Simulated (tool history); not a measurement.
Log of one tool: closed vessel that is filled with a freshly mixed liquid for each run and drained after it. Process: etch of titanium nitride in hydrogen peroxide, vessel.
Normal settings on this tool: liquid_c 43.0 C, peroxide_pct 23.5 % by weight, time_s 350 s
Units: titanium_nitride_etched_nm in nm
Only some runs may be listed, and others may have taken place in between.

| run | hour | liquid_c | peroxide_pct | time_s | wafers since the last listed run | hours since the thermometer was replaced | hours since the peroxide flow meter was replaced | hours since the drum of peroxide was connected | hours since the gauge calibration | read-back film thickness of the titanium nitride reference wafer, read on the same gauge (nm) | titanium_nitride_etched_nm |
|---|---|---|---|---|---|---|---|---|---|---|---|
| 1 | 0.0 | 43.0 | 23.5 | 350 | 0 | 1791.8 | 779.1 | 775.6 | 38.3 | 99.98 | 4.80 |
| 2 | 42.9 | 43.0 | 23.5 | 350 | 2761 | 1834.7 | 822.0 | 818.5 | 81.2 | 99.99 | 4.76 |
| 3 | 78.2 | 43.0 | 23.5 | 350 | 2272 | 1870.0 | 857.3 | 853.8 | 116.5 | 99.99 | 4.72 |
|  | 118.2 | peroxide flow meter replaced |
| 4 | 120.6 | 49.0 | 23.5 | 350 | 2664 | 1912.4 | 2.4 | 896.2 | 158.9 | 100.00 | 7.68 |
| 5 | 181.1 | 43.0 | 23.5 | 350 | 3894 | 1972.9 | 62.9 | 956.7 | 219.4 | 99.98 | 4.87 |
| 6 | 247.0 | 43.0 | 30.0 | 215 | 4241 | 2038.8 | 128.8 | 1022.6 | 285.3 | 100.03 | 3.13 |
| 7 | 299.3 | 43.0 | 23.5 | 350 | 3366 | 2091.1 | 181.1 | 1074.9 | 337.6 | 100.02 | 4.79 |
|  | 310.4 | new drum of peroxide connected |
| 8 | 360.3 | 46.0 | 28.5 | 150 | 3861 | 2152.1 | 242.1 | 49.9 | 398.6 | 99.99 | 2.76 |
| 9 | 389.2 | 47.0 | 23.5 | 220 | 1860 | 2181.0 | 271.0 | 78.8 | 427.5 | 99.94 | 4.14 |
| 10 | 429.5 | 43.0 | 18.0 | 350 | 2593 | 2221.3 | 311.3 | 119.1 | 467.8 | 99.99 | 4.63 |
| 11 | 496.4 | 43.0 | 23.5 | 350 | 4306 | 2288.2 | 378.2 | 186.0 | 534.7 | 100.00 | 4.89 |
| 12 | 543.3 | 33.5 | 27.5 | 270 | 3018 | 2335.1 | 425.1 | 232.9 | 581.6 | 100.00 | 1.87 |
| 13 | 569.6 | 43.0 | 25.5 | 350 | 1692 | 2361.4 | 451.4 | 259.2 | 607.9 | 100.03 | 4.95 |
| 14 | 635.5 | 43.0 | 23.5 | 435 | 4241 | 2427.3 | 517.3 | 325.1 | 673.8 | 99.98 | 6.01 |
| 15 | 674.0 | 43.0 | 19.0 | 460 | 2478 | 2465.8 | 555.8 | 363.6 | 712.3 | 99.99 | 6.11 |
| 16 | 700.1 | 33.5 | 27.5 | 270 | 1679 | 2491.9 | 581.9 | 389.7 | 738.4 | 100.01 | 1.83 |
| 17 | 763.3 | 43.0 | 18.5 | 245 | 4067 | 2555.1 | 645.1 | 452.9 | 801.6 | 100.00 | 3.21 |
|  | 875.4 | thermometer replaced |
| 18 | 973.0 | 38.0 | 23.5 | 350 | 13433 | 97.6 | 854.8 | 662.6 | 1011.3 | 100.01 | 3.26 |
| 19 | 1031.8 | 51.5 | 30.0 | 350 | 3784 | 156.4 | 913.6 | 721.4 | 1070.1 | 100.03 | 9.45 |
| 20 | 1058.2 | 43.0 | 25.5 | 270 | 1699 | 182.8 | 940.0 | 747.8 | 1096.5 | 100.06 | 3.71 |
|  | 1077.7 | peroxide flow meter replaced |
| 21 | 1098.6 | 43.0 | 23.5 | 350 | 2536 | 223.2 | 20.9 | 788.2 | 1136.9 | 100.00 | 4.87 |
| 22 | 1251.4 | 48.5 | 19.5 | 350 | 9835 | 376.0 | 173.7 | 941.0 | 1289.7 | 99.99 | 7.02 |
| 23 | 1287.3 | 37.5 | 23.5 | 195 | 2310 | 411.9 | 209.6 | 976.9 | 1325.6 | 99.97 | 1.77 |
| 24 | 1317.1 | 40.0 | 26.0 | 490 | 1918 | 441.7 | 239.4 | 1006.7 | 1355.4 | 100.03 | 5.51 |
|  | 1351.8 | new drum of peroxide connected |
| 25 | 1366.7 | 36.0 | 20.0 | 440 | 3128 | 491.3 | 289.0 | 14.9 | 1405.0 | 100.00 | 3.50 |
| 26 | 1394.7 | 48.5 | 27.0 | 235 | 1802 | 519.3 | 317.0 | 42.9 | 1433.0 | 100.03 | 5.07 |
| 27 | 1437.7 | 36.0 | 23.5 | 240 | 2767 | 562.3 | 360.0 | 85.9 | 1476.0 | 100.01 | 1.96 |
| 28 | 1481.4 | 36.0 | 23.5 | 240 | 2812 | 606.0 | 403.7 | 129.6 | 1519.7 | 99.96 | 1.96 |

Predict each of these 5 candidate next runs independently; none follows another, all start after run 28:
| A | 1482.1 | 43.0 | 23.5 | 350 | 45 | 606.7 | 404.4 | 130.3 | 1520.4 | ? | ? |
| B | 1482.1 | 38.0 | 29.0 | 495 | 45 | 606.7 | 404.4 | 130.3 | 1520.4 | ? | ? |
| C | 1482.1 | 43.0 | 23.5 | 220 | 45 | 606.7 | 404.4 | 130.3 | 1520.4 | ? | ? |
| D | 1482.1 | 48.0 | 23.5 | 350 | 45 | 606.7 | 404.4 | 130.3 | 1520.4 | ? | ? |
| E | 1482.1 | 37.0 | 27.5 | 490 | 45 | 606.7 | 404.4 | 130.3 | 1520.4 | ? | ? |

| run | read-back film thickness of the titanium nitride reference wafer, read on the same gauge (nm) | titanium_nitride_etched_nm |
|---|---|---|
| A | 100.02 | 4.89 |
| B | 100.02 | 4.93 |
| C | 100.02 | 3.07 |
| D | 100.02 | 7.09 |
| E | 100.02 | 4.46 |
Take away the tool's hidden state, keep each run's random variation, and the runs would have read:
| run | titanium_nitride_etched_nm |
|---|---|
| A | 4.98 |
| B | 5.03 |
| C | 3.13 |
| D | 7.23 |
| E | 4.55 |
